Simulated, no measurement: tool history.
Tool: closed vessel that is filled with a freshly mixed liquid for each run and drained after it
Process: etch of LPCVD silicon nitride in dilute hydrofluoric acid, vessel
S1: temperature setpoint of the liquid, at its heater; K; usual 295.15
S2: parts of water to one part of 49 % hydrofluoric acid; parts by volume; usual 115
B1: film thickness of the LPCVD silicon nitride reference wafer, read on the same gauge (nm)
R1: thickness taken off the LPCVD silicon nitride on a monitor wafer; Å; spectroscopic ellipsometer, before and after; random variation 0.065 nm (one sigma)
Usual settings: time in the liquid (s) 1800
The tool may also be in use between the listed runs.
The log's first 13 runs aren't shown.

Run 14, hour 779.4: usual settings; B1 100. Result: R1 68.4 Å.
Run 15, hour 820: usual settings; B1 100. Result: R1 68 Å.
At hour 868.5: thermometer replaced.
Run 16, hour 872.7: usual settings but S2 90 parts by volume; B1 99.98. Result: R1 92.7 Å.
Run 17, hour 918.3: usual settings but S2 145 parts by volume; B1 100.01. Result: R1 57.7 Å.
Run 18, hour 970.1: usual settings but S1 296.65 K, time in the liquid (s) 2655; B1 100.01. Result: R1 119.1 Å.
Run 19, hour 1154.6: usual settings but S1 290.65 K, S2 70 parts by volume, time in the liquid (s) 1145; B1 100. Result: R1 54.1 Å.
Run 20, hour 1197.3: usual settings but S1 296.65 K, S2 95 parts by volume; B1 100. Result: R1 94.8 Å.
At hour 1219.2: gauge calibrated.
Run 21, hour 1256.5: usual settings but S1 297.65 K, S2 60 parts by volume, time in the liquid (s) 760; B1 100. Result: R1 67.5 Å.
Run 22, hour 1296.6: usual settings but S1 297.65 K, S2 80 parts by volume, time in the liquid (s) 785; B1 100. Result: R1 52.4 Å.
Run 23, hour 1328.3: usual settings but S1 297.65 K, S2 65 parts by volume, time in the liquid (s) 2480; B1 100. Result: R1 202.3 Å.
Run 24, hour 1392.3: usual settings; B1 100.01. Result: R1 69.6 Å.
Run 25, hour 1441: usual settings but S1 299.65 K, S2 95 parts by volume, time in the liquid (s) 2660; B1 100.01. Result: R1 167.6 Å.
Run 26, hour 1478.3: usual settings but S2 160 parts by volume, time in the liquid (s) 1420; B1 100.01. Result: R1 39.7 Å.
Run 27, hour 1510.3: usual settings; B1 100.02. Result: R1 69.7 Å.
Run 28, hour 1542.5: usual settings but S1 293.15 K, S2 70 parts by volume, time in the liquid (s) 2655; B1 100. Result: R1 144.4 Å.
Run 29, hour 1576: usual settings but S1 290.65 K, time in the liquid (s) 2680; B1 100.01. Result: R1 76 Å.
Run 30, hour 1639.8: usual settings but S1 300.15 K, S2 70 parts by volume, time in the liquid (s) 1080; B1 100.02. Result: R1 93.9 Å.
Run 31, hour 1689.1: usual settings but S1 290.15 K, S2 80 parts by volume, time in the liquid (s) 2085; B1 100.01. Result: R1 80.1 Å.
At hour 1714.1: thermometer replaced.
Run 32, hour 1752.3: usual settings; B1 100.01. Result: R1 73.2 Å.
Run 33, hour 1777.1: usual settings but S2 175 parts by volume; B1 99.99. Result: R1 48.3 Å.

3 ways to go on from here, each from the tool as it stands after run 33. What would each give?
Run A, hour 1778.2: usual settings; B1 ?. Result: R1 ?.
Run B, hour 1778.2: usual settings but S1 298.65 K, time in the liquid (s) 2250; B1 ?. Result: R1 ?.
Run C, hour 1778.2: usual settings but S1 299.65 K, time in the liquid (s) 1200; B1 ?. Result: R1 ?.

run   B1     R1
  A  100   73.7
  B  100  115.9
  C  100   65.9
Without the tool's hidden state the same runs would have given:
run     R1
  A   74.2
  B  116.8
  C   66.4
